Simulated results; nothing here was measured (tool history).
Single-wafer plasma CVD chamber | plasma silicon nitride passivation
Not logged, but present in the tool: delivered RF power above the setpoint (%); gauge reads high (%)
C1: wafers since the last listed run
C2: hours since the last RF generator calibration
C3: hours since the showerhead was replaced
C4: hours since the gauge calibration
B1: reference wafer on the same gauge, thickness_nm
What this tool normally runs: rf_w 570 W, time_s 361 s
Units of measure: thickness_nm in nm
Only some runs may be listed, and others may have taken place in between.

{"run": 1, "hour": 0.0, "rf_w": 570, "time_s": 388, "C1": 0, "C2": 1234.7, "C3": 4444.1, "C4": 209, "B1": 546.077, "thickness_nm": 565.865}
{"run": 2, "hour": 34.9, "rf_w": 570, "time_s": 388, "C1": 130, "C2": 1269.6, "C3": 4479, "C4": 243.9, "B1": 545.938, "thickness_nm": 566.481}
{"run": 3, "hour": 47.9, "rf_w": 600, "time_s": 361, "C1": 48, "C2": 1282.6, "C3": 4492, "C4": 256.9, "B1": 546.264, "thickness_nm": 536.202}
{"run": 4, "hour": 68.2, "rf_w": 600, "time_s": 361, "C1": 75, "C2": 1302.9, "C3": 4512.3, "C4": 277.2, "B1": 545.835, "thickness_nm": 536.985}
{"run": 5, "hour": 88.6, "rf_w": 600, "time_s": 361, "C1": 76, "C2": 1323.3, "C3": 4532.7, "C4": 297.6, "B1": 545.971, "thickness_nm": 537.572}
{"run": 6, "hour": 105.2, "rf_w": 625, "time_s": 378, "C1": 62, "C2": 1339.9, "C3": 4549.3, "C4": 314.2, "B1": 546.085, "thickness_nm": 567.354}
{"hour": 125.6, "done": "gauge calibrated"}
{"run": 7, "hour": 134.2, "rf_w": 625, "time_s": 378, "C1": 108, "C2": 1368.9, "C3": 4578.3, "C4": 8.6, "B1": 546.003, "thickness_nm": 570.675}
{"hour": 142.8, "done": "RF generator calibrated"}
{"run": 8, "hour": 172.3, "rf_w": 625, "time_s": 378, "C1": 112, "C2": 29.5, "C3": 4616.4, "C4": 46.7, "B1": 546.206, "thickness_nm": 583.756}
{"run": 9, "hour": 186.3, "rf_w": 570, "time_s": 361, "C1": 52, "C2": 43.5, "C3": 4630.4, "C4": 60.7, "B1": 546.074, "thickness_nm": 539.137}
{"hour": 212.8, "done": "showerhead replaced"}
{"run": 10, "hour": 213.3, "rf_w": 570, "time_s": 361, "C1": 71, "C2": 70.5, "C3": 0.5, "C4": 87.7, "B1": 545.841, "thickness_nm": 539.1}
{"run": 11, "hour": 232.5, "rf_w": 570, "time_s": 361, "C1": 71, "C2": 89.7, "C3": 19.7, "C4": 106.9, "B1": 545.785, "thickness_nm": 537.923}
{"run": 12, "hour": 251.9, "rf_w": 510, "time_s": 425, "C1": 72, "C2": 109.1, "C3": 39.1, "C4": 126.3, "B1": 545.854, "thickness_nm": 609.85}
{"run": 13, "hour": 269.8, "rf_w": 570, "time_s": 361, "C1": 67, "C2": 127, "C3": 57, "C4": 144.2, "B1": 545.972, "thickness_nm": 536.634}
{"run": 14, "hour": 303.6, "rf_w": 520, "time_s": 290, "C1": 126, "C2": 160.8, "C3": 90.8, "C4": 178, "B1": 545.954, "thickness_nm": 418.055}
{"run": 15, "hour": 316.9, "rf_w": 530, "time_s": 415, "C1": 49, "C2": 174.1, "C3": 104.1, "C4": 191.3, "B1": 546.04, "thickness_nm": 601.048}
{"run": 16, "hour": 329.3, "rf_w": 525, "time_s": 417, "C1": 46, "C2": 186.5, "C3": 116.5, "C4": 203.7, "B1": 545.904, "thickness_nm": 602.464}
{"run": 17, "hour": 349.3, "rf_w": 500, "time_s": 361, "C1": 74, "C2": 206.5, "C3": 136.5, "C4": 223.7, "B1": 545.96, "thickness_nm": 511.996}
{"run": 18, "hour": 365.1, "rf_w": 490, "time_s": 305, "C1": 59, "C2": 222.3, "C3": 152.3, "C4": 239.5, "B1": 546.077, "thickness_nm": 430.913}
{"run": 19, "hour": 378.3, "rf_w": 525, "time_s": 417, "C1": 49, "C2": 235.5, "C3": 165.5, "C4": 252.7, "B1": 546.053, "thickness_nm": 602.898}
{"run": 20, "hour": 409.7, "rf_w": 570, "time_s": 361, "C1": 117, "C2": 266.9, "C3": 196.9, "C4": 284.1, "B1": 546.198, "thickness_nm": 535.656}

Branching from run 20: 4 alternative next runs. What would each branch give?
{"run": "A", "hour": 410.2, "rf_w": 570, "time_s": 361, "C1": 1, "C2": 267.4, "C3": 197.4, "C4": 284.6, "B1": "?", "thickness_nm": "?"}
{"run": "B", "hour": 410.2, "rf_w": 655, "time_s": 308, "C1": 1, "C2": 267.4, "C3": 197.4, "C4": 284.6, "B1": "?", "thickness_nm": "?"}
{"run": "C", "hour": 410.2, "rf_w": 500, "time_s": 331, "C1": 1, "C2": 267.4, "C3": 197.4, "C4": 284.6, "B1": "?", "thickness_nm": "?"}
{"run": "D", "hour": 410.2, "rf_w": 660, "time_s": 329, "C1": 1, "C2": 267.4, "C3": 197.4, "C4": 284.6, "B1": "?", "thickness_nm": "?"}

run=A B1=546.048 thickness_nm=534.396
run=B B1=546.048 thickness_nm=477.286
run=C B1=546.048 thickness_nm=469.012
run=D B1=546.048 thickness_nm=511.097
Stripped of hidden state, with their random variation kept, the same runs would have yielded:
run=A thickness_nm=542.646
run=B thickness_nm=484.655
run=C thickness_nm=476.253
run=D thickness_nm=518.988

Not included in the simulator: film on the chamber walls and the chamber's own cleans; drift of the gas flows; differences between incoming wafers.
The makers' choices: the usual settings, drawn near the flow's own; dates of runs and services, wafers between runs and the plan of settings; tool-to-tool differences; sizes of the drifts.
